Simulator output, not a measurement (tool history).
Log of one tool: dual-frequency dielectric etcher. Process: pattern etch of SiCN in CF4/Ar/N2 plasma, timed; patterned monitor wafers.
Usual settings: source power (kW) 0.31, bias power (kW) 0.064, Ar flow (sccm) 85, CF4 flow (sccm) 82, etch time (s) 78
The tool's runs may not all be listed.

run,hour,source power (kW),bias power (kW),Ar flow (sccm),CF4 flow (sccm),etch time (s),wafers since the last listed run,hours since the last wet clean,hours since the last source power generator calibration,hours since the last bias power generator calibration,hours since the last Ar flow controller change,hours since the last CF4 flow controller change,hours since the last upper electrode change,hours since the gauge calibration,"read-back reference wafer on the same gauge, depth_nm",mean etch depth across the wafer (angstrom)
1,0,0.31,0.064,85,82,78,0,320.1,1677.5,4218.5,13.6,1379.4,2295.2,1566.3,43.82,510.3
# hour 2.1: gauge calibrated
# hour 49.1: wet clean of the chamber
2,63.2,0.31,0.064,85,82,78,593,14.1,1740.7,4281.7,76.8,1442.6,2358.4,61.1,43.78,517.2
3,135.1,0.31,0.064,85,82,78,1087,86,1812.6,4353.6,148.7,1514.5,2430.3,133,43.77,513.1
4,198.7,0.31,0.064,80,82,78,962,149.6,1876.2,4417.2,212.3,1578.1,2493.9,196.6,43.83,520
5,236,0.31,0.064,85,93,64.5,564,186.9,1913.5,4454.5,249.6,1615.4,2531.2,233.9,43.78,431.7
# hour 259.7: source power generator calibrated
6,307.2,0.31,0.064,85,82,78,1016,258.1,47.5,4525.7,320.8,1686.6,2602.4,305.1,43.8,504.9
7,366.3,0.31,0.054,85,82,78,894,317.2,106.6,4584.8,379.9,1745.7,2661.5,364.2,43.76,468.5
# hour 415.6: wet clean of the chamber
# hour 428.6: upper electrode replaced
8,429.1,0.31,0.054,85,82,78,390,13.5,169.4,4647.6,442.7,1808.5,0.5,427,43.79,467.4
9,429.5,0.38,0.064,85,65,55,6,13.9,169.8,4648,443.1,1808.9,0.9,427.4,43.78,391.1
# hour 462.5: bias power generator calibrated
10,471.5,0.37,0.079,85,82,61.5,574,55.9,211.8,9,485.1,1850.9,42.9,469.4,43.81,491
11,508.9,0.31,0.064,85,94,78,565,93.3,249.2,46.4,522.5,1888.3,80.3,506.8,43.8,509.8
12,561.8,0.31,0.064,85,82,67,800,146.2,302.1,99.3,575.4,1941.2,133.2,559.7,43.82,434.6
13,624.3,0.31,0.079,85,82,78,945,208.7,364.6,161.8,637.9,2003.7,195.7,622.2,43.77,546.9
# hour 640.9: CF4 flow controller replaced
14,663.5,0.31,0.064,85,82,78,502,247.9,403.8,201,677.1,22.6,234.9,661.4,43.77,503.5
15,713.5,0.31,0.064,85,65,78,756,297.9,453.8,251,727.1,72.6,284.9,711.4,43.78,483.6
16,763.1,0.31,0.057,91,82,78,750,347.5,503.4,300.6,776.7,122.2,334.5,761,43.81,473.9
# hour 840.3: wet clean of the chamber
17,840.8,0.31,0.064,85,82,93,812,0.5,581.1,378.3,854.4,199.9,412.2,838.7,43.8,600
18,872.6,0.34,0.079,95,65,78,481,32.3,612.9,410.1,886.2,231.7,444,870.5,43.76,555.5
19,913,0.35,0.064,85,100,78,611,72.7,653.3,450.5,926.6,272.1,484.4,910.9,43.78,566.6
20,959.7,0.31,0.064,85,82,78,706,119.4,700,497.2,973.3,318.8,531.1,957.6,43.81,501.5
21,1003.1,0.31,0.064,91,82,78,656,162.8,743.4,540.6,1016.7,362.2,574.5,1001,43.79,499.1

4 ways to go on from here, each from the tool as it stands after run 21. What would each give?
A,1003.5,0.31,0.064,85,82,78,6,163.2,743.8,541,1017.1,362.6,574.9,1001.4,?,?
B,1003.5,0.31,0.056,67,82,94.5,6,163.2,743.8,541,1017.1,362.6,574.9,1001.4,?,?
C,1003.5,0.37,0.064,85,82,78,6,163.2,743.8,541,1017.1,362.6,574.9,1001.4,?,?
D,1003.5,0.34,0.064,85,82,78,6,163.2,743.8,541,1017.1,362.6,574.9,1001.4,?,?

run,"read-back reference wafer on the same gauge, depth_nm",mean etch depth across the wafer (angstrom)
A,43.8,507.1
B,43.8,606
C,43.8,575.6
D,43.8,541.5
Without the tool's hidden state the same runs would have given:
run,mean etch depth across the wafer (angstrom)
A,500.8
B,598.4
C,568.4
D,534.7
